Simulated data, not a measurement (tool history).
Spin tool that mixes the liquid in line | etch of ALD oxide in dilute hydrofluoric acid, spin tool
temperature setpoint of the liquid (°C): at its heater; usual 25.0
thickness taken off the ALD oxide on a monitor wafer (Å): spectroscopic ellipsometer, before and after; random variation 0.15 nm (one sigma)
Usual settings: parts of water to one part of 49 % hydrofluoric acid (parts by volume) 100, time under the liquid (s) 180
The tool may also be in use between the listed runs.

run      day  temperature setpoint of the liquid (°C)  parts of water to one part of 49 % hydrofluoric acid (parts by volume)  time under the liquid (s)  wafers since the last listed run  hours since the thermometer was replaced  hours since the hydrofluoric acid flow meter was replaced  hours since the gauge calibration  read-back film thickness of the ALD oxide reference wafer, read on the same gauge (nm)  thickness taken off the ALD oxide on a monitor wafer (Å)
  1    0.000                                     25.0                                                                     100                        150                                 0                                     161.3                                                      771.1                             1363.5                                                                                   79.99                                                     153.6
  2    2.888                                     25.0                                                                     100                        180                               615                                     230.6                                                      840.4                             1432.8                                                                                   80.04                                                     184.8
  3    9.375                                     25.0                                                                     100                        180                              1382                                     386.3                                                      996.1                             1588.5                                                                                   80.03                                                     184.5
  4   10.979                                     25.0                                                                     140                        180                               341                                     424.8                                                     1034.6                             1627.0                                                                                   80.00                                                     127.6
  5   14.900                                     25.0                                                                     140                        180                               835                                     518.9                                                     1128.7                             1721.1                                                                                   80.01                                                     128.3
  6   17.592                                     25.0                                                                     100                        100                               573                                     583.5                                                     1193.3                             1785.7                                                                                   79.99                                                     105.0
  7   24.333                                     25.0                                                                     130                        180                              1437                                     745.3                                                     1355.1                             1947.5                                                                                   79.99                                                     137.4
  8   28.079                                     25.0                                                                     130                        180                               798                                     835.2                                                     1445.0                             2037.4                                                                                   80.05                                                     139.1
      28.375  -- gauge calibrated
  9   29.671                                     25.0                                                                     130                        180                               339                                     873.4                                                     1483.2                               31.1                                                                                   80.01                                                     140.6
 10   33.392                                     25.0                                                                     100                        180                               793                                     962.7                                                     1572.5                              120.4                                                                                   79.95                                                     189.4
 11   36.300                                     25.0                                                                     100                        180                               619                                    1032.5                                                     1642.3                              190.2                                                                                   79.99                                                     191.8
      36.767  -- hydrofluoric acid flow meter replaced
 12   38.779                                     25.0                                                                     100                        180                               519                                    1092.0                                                       48.3                              249.7                                                                                   80.01                                                     192.3
 13   42.454                                     25.0                                                                     100                        180                               783                                    1180.2                                                      136.5                              337.9                                                                                   80.00                                                     191.2
 14   45.721                                     25.0                                                                     100                        180                               696                                    1258.6                                                      214.9                              416.3                                                                                   80.01                                                     192.9
 15   48.088                                     26.5                                                                      60                        180                               504                                    1315.4                                                      271.7                              473.1                                                                                   80.00                                                     357.1
 16   50.342                                     29.0                                                                     100                        250                               480                                    1369.5                                                      325.8                              527.2                                                                                   79.96                                                     313.8
 17   53.217                                     21.0                                                                     140                        270                               612                                    1438.5                                                      394.8                              596.2                                                                                   79.99                                                     167.0
 18   56.242                                     25.0                                                                     100                        180                               644                                    1511.1                                                      467.4                              668.8                                                                                   79.98                                                     193.0
 19   66.475                                     28.0                                                                      50                        120                              2181                                    1756.7                                                      713.0                              914.4                                                                                   80.01                                                     308.7
 20   69.133                                     23.5                                                                     100                        105                               566                                    1820.5                                                      776.8                              978.2                                                                                   79.97                                                     107.9
 21   73.017                                     22.0                                                                      55                        180                               827                                    1913.7                                                      870.0                             1071.4                                                                                   79.97                                                     336.4
 22   77.108                                     25.0                                                                     100                        180                               872                                    2011.9                                                      968.2                             1169.6                                                                                   79.99                                                     194.9
 23   81.433                                     25.0                                                                     100                        180                               921                                    2115.7                                                     1072.0                             1273.4                                                                                   80.01                                                     196.5
      81.475  -- thermometer replaced
 24   84.508                                     21.0                                                                     140                        270                               646                                      72.8                                                     1145.8                             1347.2                                                                                   79.96                                                     161.7
 25   86.996                                     25.0                                                                     100                        210                               530                                     132.5                                                     1205.5                             1406.9                                                                                   80.00                                                     217.4
 26   89.983                                     25.0                                                                     140                        180                               636                                     204.2                                                     1277.2                             1478.6                                                                                   80.01                                                     125.3
 27   94.354                                     25.0                                                                      70                        125                               931                                     309.1                                                     1382.1                             1583.5                                                                                   80.02                                                     188.8
 28   97.488                                     25.0                                                                     125                        140                               667                                     384.3                                                     1457.3                             1658.7                                                                                   79.95                                                     112.0
 29   99.467                                     28.0                                                                     120                         70                               421                                     431.8                                                     1504.8                             1706.2                                                                                   80.02                                                      66.7
     106.454  -- hydrofluoric acid flow meter replaced
 30  110.608                                     25.0                                                                     100                        180                              2366                                     699.2                                                       99.7                             1973.6                                                                                   79.96                                                     189.9
 31  114.125                                     22.0                                                                      50                        180                               749                                     783.6                                                      184.1                             2058.0                                                                                   79.98                                                     358.2
 32  115.838                                     23.5                                                                      60                        180                               365                                     824.7                                                      225.2                             2099.1                                                                                   80.03                                                     308.4
     117.975  -- gauge calibrated
 33  118.942                                     25.0                                                                      85                        180                               661                                     899.2                                                      299.7                               23.2                                                                                   80.00                                                     230.7
 34  122.808                                     25.0                                                                     100                        180                               824                                     992.0                                                      392.5                              116.0                                                                                   80.05                                                     190.3
 35  126.175                                     25.0                                                                     100                        180                               717                                    1072.8                                                      473.3                              196.8                                                                                   79.99                                                     187.6

The tool's hidden state at each run:
hydrofluoric acid flow below the setpoint (%): 0 in every run
gauge reads high (%): 0 in every run
H1: liquid hotter than its thermometer reads (K)
run      H1
  1    0.26
  2   0.307
  3   0.412
  4   0.438
  5   0.501
  6   0.545
  7   0.654
  8   0.715
  9   0.741
 10   0.801
 11   0.848
 12   0.888
 13   0.948
 14       1
 15    1.04
 16    1.08
 17    1.12
 18    1.17
 19    1.34
 20    1.38
 21    1.44
 22    1.51
 23    1.58
 24  0.0628
 25   0.103
 26   0.151
 27   0.222
 28   0.273
 29   0.305
 30   0.486
 31   0.542
 32    0.57
 33    0.62
 34   0.683
 35   0.738
